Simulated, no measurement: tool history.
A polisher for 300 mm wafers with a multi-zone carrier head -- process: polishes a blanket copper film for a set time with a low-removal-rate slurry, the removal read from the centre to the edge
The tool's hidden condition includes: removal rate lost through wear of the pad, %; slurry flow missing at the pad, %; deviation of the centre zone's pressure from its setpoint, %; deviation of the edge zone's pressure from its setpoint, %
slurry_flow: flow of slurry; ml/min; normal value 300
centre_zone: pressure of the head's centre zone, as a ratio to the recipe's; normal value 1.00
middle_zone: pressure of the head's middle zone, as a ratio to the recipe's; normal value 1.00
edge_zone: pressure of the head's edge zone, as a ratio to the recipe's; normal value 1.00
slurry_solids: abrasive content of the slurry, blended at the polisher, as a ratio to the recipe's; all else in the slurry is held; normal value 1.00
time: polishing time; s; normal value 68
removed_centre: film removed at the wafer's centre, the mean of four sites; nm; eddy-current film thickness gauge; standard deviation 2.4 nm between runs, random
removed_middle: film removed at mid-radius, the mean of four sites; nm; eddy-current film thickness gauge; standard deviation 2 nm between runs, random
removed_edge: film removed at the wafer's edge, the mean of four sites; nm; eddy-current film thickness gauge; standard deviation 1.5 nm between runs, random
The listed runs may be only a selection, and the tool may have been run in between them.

run	hour	slurry_flow	centre_zone	middle_zone	edge_zone	slurry_solids	time	wafers since the last listed run	wafers polished on this pad	hours since the slurry nozzle was cleaned	hours since the centre zone pressure was calibrated	hours since the edge zone pressure was calibrated	hours since the carrier head's membrane was replaced	incoming thickness of the incoming film, nm	removed_centre	removed_middle	removed_edge
1	0.0	300	1.00	1.00	1.00	1.00	68	0	3258	242.1	198.2	739.2	339.9	791.5	177.1	184.4	180.2
2	38.6	300	1.00	1.00	0.96	1.00	68	360	3618	280.7	236.8	777.8	378.5	776.2	174.3	182.1	175.7
3	143.1	300	1.00	1.00	0.96	1.00	68	975	4594	385.2	341.3	882.3	483.0	786.7	172.2	178.8	173.8
# hour 169.2: carrier head's membrane replaced by a new one
# hour 230.7: worn pad replaced by a new one
4	241.7	300	1.00	1.00	0.96	1.00	68	836	102	483.8	439.9	980.9	72.5	780.3	182.6	191.6	186.7
5	288.3	265	0.91	1.00	1.00	1.00	68	435	537	530.4	486.5	1027.5	119.1	772.3	159.6	180.8	181.3
# hour 361.1: slurry nozzle cleaned
6	392.0	300	1.00	1.00	1.00	1.00	68	958	1496	30.9	590.2	1131.2	222.8	785.5	185.6	190.7	185.4
# hour 411.3: centre zone pressure recalibrated
7	475.0	235	1.12	1.00	1.00	1.00	81	756	2252	113.9	63.7	1214.2	305.8	778.3	223.9	213.8	212.1
8	579.1	300	1.00	1.00	1.00	0.75	56	971	3224	218.0	167.8	1318.3	409.9	789.3	132.9	140.1	138.0
# hour 651.2: edge zone pressure recalibrated
9	665.6	235	1.00	1.00	1.00	1.25	68	788	4013	304.5	254.3	14.4	496.4	768.2	178.2	183.7	183.7
# hour 717.4: carrier head's membrane replaced by a new one
10	738.3	300	0.90	1.00	1.00	0.85	51	632	4645	377.2	327.0	87.1	20.9	774.6	115.1	128.4	127.3
# hour 769.6: worn pad replaced by a new one
11	815.1	300	1.00	0.91	1.00	1.00	68	679	425	454.0	403.8	163.9	97.7	779.5	185.3	182.7	188.5
12	873.9	330	1.00	1.00	1.00	1.00	86	548	974	512.8	462.6	222.7	156.5	776.5	229.1	238.2	236.4
13	923.9	300	1.11	1.00	1.00	0.90	68	466	1440	562.8	512.6	272.7	206.5	770.0	184.2	175.4	177.1
# hour 1005.3: slurry nozzle cleaned
14	1007.9	330	1.00	1.00	1.00	1.00	86	774	2215	2.6	596.6	356.7	290.5	785.6	230.9	237.5	236.2
# hour 1014.4: centre zone pressure recalibrated
15	1087.2	300	1.00	0.89	1.00	1.00	90	721	2937	81.9	72.8	436.0	369.8	778.3	240.2	230.7	244.7
16	1190.2	300	0.91	0.94	1.00	0.80	68	961	3898	184.9	175.8	539.0	472.8	787.7	157.1	168.9	169.9
17	1264.2	300	1.00	1.00	1.11	0.85	68	690	4589	258.9	249.8	613.0	546.8	775.5	166.1	172.5	179.5
18	1367.1	300	1.00	1.00	1.08	1.00	53	960	5550	361.8	352.7	715.9	649.7	774.0	134.1	140.6	143.2
# hour 1372.3: worn pad replaced by a new one
# hour 1373.9: carrier head's membrane replaced by a new one
19	1444.8	300	0.88	0.94	0.96	1.00	68	673	662	439.5	430.4	793.6	70.9	781.9	163.7	183.7	186.3
20	1485.2	300	1.00	1.00	1.00	1.00	68	377	1039	479.9	470.8	834.0	111.3	780.9	181.0	188.6	186.4
# hour 1522.6: slurry nozzle cleaned
# hour 1532.3: centre zone pressure recalibrated
21	1570.3	300	1.00	1.00	1.00	1.00	68	766	1805	47.7	38.0	919.1	196.4	777.9	185.6	189.8	188.0
22	1630.3	365	0.91	1.07	1.00	1.00	68	560	2365	107.7	98.0	979.1	256.4	764.7	169.1	198.2	189.4

Alternative continuations, all from the tool just after run 22; predict every row:
A	1630.7	300	1.00	1.00	1.00	0.85	68	3	2369	108.1	98.4	979.5	256.8	767.4	?	?	?
B	1630.7	400	1.00	1.00	1.10	1.25	68	3	2369	108.1	98.4	979.5	256.8	767.4	?	?	?
C	1630.7	345	1.00	1.00	1.00	1.20	89	3	2369	108.1	98.4	979.5	256.8	767.4	?	?	?

run	removed_centre	removed_middle	removed_edge
A	178.5	180.4	178.4
B	202.3	203.9	210.1
C	258.5	260.8	257.0
With the hidden condition removed and each run's random variation left untouched, the same runs would have given:
run	removed_centre	removed_middle	removed_edge
A	195.4	197.4	194.9
B	221.1	222.8	229.3
C	282.7	285.1	280.7
